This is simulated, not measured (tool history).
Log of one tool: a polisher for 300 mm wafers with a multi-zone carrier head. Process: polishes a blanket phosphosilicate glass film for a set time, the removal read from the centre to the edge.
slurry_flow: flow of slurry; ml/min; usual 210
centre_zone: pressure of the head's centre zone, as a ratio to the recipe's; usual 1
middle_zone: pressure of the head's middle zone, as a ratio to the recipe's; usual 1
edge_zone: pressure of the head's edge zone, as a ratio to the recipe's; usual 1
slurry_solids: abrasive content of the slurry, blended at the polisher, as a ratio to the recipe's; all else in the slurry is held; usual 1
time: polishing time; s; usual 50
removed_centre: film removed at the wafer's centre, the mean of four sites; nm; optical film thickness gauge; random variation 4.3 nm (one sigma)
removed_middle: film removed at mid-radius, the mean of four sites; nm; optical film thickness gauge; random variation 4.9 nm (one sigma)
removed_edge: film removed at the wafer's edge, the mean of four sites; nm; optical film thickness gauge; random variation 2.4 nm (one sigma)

run    hour  slurry_flow  centre_zone  middle_zone  edge_zone  slurry_solids  time  incoming thickness of the incoming film, nm  removed_centre  removed_middle  removed_edge
  1       0          210            1            1          1              1    50                                       4567.4           295.5             310           296
       65.5  -- edge zone pressure recalibrated
  2      66          210            1            1          1              1    50                                         4641           286.7           302.2         291.9
  3   133.8          210            1            1          1              1    39                                       4513.2           226.7           238.7         230.9
      183.2  -- worn pad replaced by a new one
  4   205.4          210            1            1       0.91              1    50                                       4524.3           322.3           341.7         313.8
  5   264.5          210            1            1       1.09            0.9    50                                       4533.7           296.3           311.1         317.4
  6     297          210            1            1          1              1    39                                       4558.4           236.9           253.1         239.1
      331.7  -- slurry nozzle cleaned
  7   344.8          210            1            1       0.91            1.2    50                                       4524.4           307.9           325.8         305.3
  8   413.4          265            1            1          1              1    45                                       4631.7           271.4           278.3         272.6
  9   478.8          210         0.95          0.9          1           0.75    45                                       4627.6             222           225.3           237
 10   511.2          210            1            1          1              1    50                                       4546.2           287.8           305.7           289
      516.1  -- centre zone pressure recalibrated
 11   560.3          270         0.93            1          1            1.1    57                                         4543           319.8             368         347.3
 12     599          210            1         0.91          1              1    50                                       4584.5           276.2           278.8         287.3
      647.1  -- worn pad replaced by a new one
 13   655.4          210            1            1          1              1    50                                       4575.9             328           347.2         333.4
      681.6  -- carrier head's membrane replaced by a new one
 14     700          210            1            1          1              1    35                                       4582.7           215.4             237         226.5
 15   729.6          185            1         0.94          1              1    44                                       4464.5           266.4           270.1         272.9
      739.6  -- slurry nozzle cleaned
 16   776.4          255         0.89         0.91          1            1.2    50                                       4651.7           291.4           332.1         331.4
 17   839.5          175            1            1       0.93              1    50                                       4592.4           292.2           305.5         281.9
 18     934          210         1.11         1.07       0.89              1    50                                       4528.3           318.2           322.5           278
 19   958.1          210            1         1.09       1.06           0.75    50                                       4552.1           260.8           296.6         271.5
     1061.1  -- worn pad replaced by a new one
 20  1147.2          210            1         1.08          1           0.85    50                                       4594.4           288.1           329.4         299.7
     1190.5  -- slurry nozzle cleaned
 21  1222.3          210            1         0.88          1           0.85    50                                       4586.1           283.4           267.1         289.5

4 ways to go on from here, each from the tool as it stands after run 21. What would each give?
  A  1222.7          150            1            1          1              1    50                                       4646.6               ?               ?             ?
  B  1222.7          210            1            1       0.91            0.8    44                                       4646.6               ?               ?             ?
  C  1222.7          210            1            1          1              1    66                                       4646.6               ?               ?             ?
  D  1222.7          280            1            1       1.11            0.7    44                                       4646.6               ?               ?             ?

run  removed_centre  removed_middle  removed_edge
  A           281.9           301.4         292.2
  B           246.2           261.5         238.7
  C           397.3           421.9         402.8
  D           245.2           259.4         258.5
Without the tool's hidden state the same runs would have given:
run  removed_centre  removed_middle  removed_edge
  A           315.4           337.2         326.9
  B           275.4           292.5           267
  C           444.5             472         450.6
  D           274.3           290.1         289.2
